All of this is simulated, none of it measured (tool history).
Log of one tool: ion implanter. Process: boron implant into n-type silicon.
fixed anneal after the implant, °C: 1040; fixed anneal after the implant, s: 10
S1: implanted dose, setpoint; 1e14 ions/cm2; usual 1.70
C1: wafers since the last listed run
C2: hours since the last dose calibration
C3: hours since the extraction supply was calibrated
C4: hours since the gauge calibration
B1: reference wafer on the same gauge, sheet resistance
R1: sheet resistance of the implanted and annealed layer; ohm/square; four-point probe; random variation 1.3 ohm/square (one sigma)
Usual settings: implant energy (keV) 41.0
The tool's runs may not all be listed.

Run 1, hour 0.0: usual settings; C1 0; C2 889.0; C3 1783.2; C4 785.3; B1 507.14. Result: R1 460.20 ohm/square.
Run 2, hour 62.1: usual settings; C1 2159; C2 951.1; C3 1845.3; C4 847.4; B1 506.27. Result: R1 460.24 ohm/square.
Run 3, hour 131.8: usual settings; C1 2424; C2 1020.8; C3 1915.0; C4 917.1; B1 505.86. Result: R1 460.86 ohm/square.
Run 4, hour 250.7: usual settings but implant energy (keV) 46.0; C1 4135; C2 1139.7; C3 2033.9; C4 1036.0; B1 505.33. Result: R1 452.39 ohm/square.
Run 5, hour 522.0: usual settings but implant energy (keV) 46.0; C1 9435; C2 1411.0; C3 2305.2; C4 1307.3; B1 502.98. Result: R1 449.91 ohm/square.
Run 6, hour 579.1: usual settings but implant energy (keV) 46.0; C1 1985; C2 1468.1; C3 2362.3; C4 1364.4; B1 502.26. Result: R1 450.10 ohm/square.
Run 7, hour 629.6: usual settings; C1 1756; C2 1518.6; C3 2412.8; C4 1414.9; B1 501.76. Result: R1 456.14 ohm/square.
Run 8, hour 716.4: usual settings but S1 1.95 1e14 ions/cm2, implant energy (keV) 47.5; C1 3018; C2 1605.4; C3 2499.6; C4 1501.7; B1 501.04. Result: R1 404.48 ohm/square.
At hour 736.6: extraction supply calibrated.
Run 9, hour 757.5: usual settings but S1 1.95 1e14 ions/cm2, implant energy (keV) 47.5; C1 1151; C2 1646.5; C3 20.9; C4 1542.8; B1 500.85. Result: R1 404.68 ohm/square.
Run 10, hour 848.3: usual settings; C1 3157; C2 1737.3; C3 111.7; C4 1633.6; B1 499.77. Result: R1 454.72 ohm/square.
At hour 864.9: gauge calibrated.
Run 11, hour 924.3: usual settings; C1 2643; C2 1813.3; C3 187.7; C4 59.4; B1 508.82. Result: R1 461.51 ohm/square.
Run 12, hour 1013.8: usual settings; C1 3112; C2 1902.8; C3 277.2; C4 148.9; B1 508.85. Result: R1 461.68 ohm/square.
Run 13, hour 1120.7: usual settings; C1 3717; C2 2009.7; C3 384.1; C4 255.8; B1 508.45. Result: R1 461.58 ohm/square.
At hour 1170.9: Faraday cup replaced and dose calibrated.
Run 14, hour 1210.3: usual settings; C1 2837; C2 39.4; C3 473.7; C4 345.4; B1 508.30. Result: R1 463.65 ohm/square.
Run 15, hour 1268.7: usual settings; C1 2031; C2 97.8; C3 532.1; C4 403.8; B1 507.98. Result: R1 463.18 ohm/square.
Run 16, hour 1390.6: usual settings but S1 1.22 1e14 ions/cm2, implant energy (keV) 32.0; C1 4239; C2 219.7; C3 654.0; C4 525.7; B1 508.03. Result: R1 612.61 ohm/square.
Run 17, hour 1448.3: usual settings but S1 2.02 1e14 ions/cm2, implant energy (keV) 32.5; C1 2006; C2 277.4; C3 711.7; C4 583.4; B1 507.20. Result: R1 418.40 ohm/square.

Run 18 comes next. What will it give?
Run 18, hour 1499.1: usual settings but S1 2.16 1e14 ions/cm2, implant energy (keV) 48.0; C1 1766; C2 328.2; C3 762.5; C4 634.2; B1 ?. Result: R1 ?.

{"run 18": {"B1": 506.91, "R1": 378.02}}
Without the tool's hidden state the same run would have given R1 379.33 ohm/square.
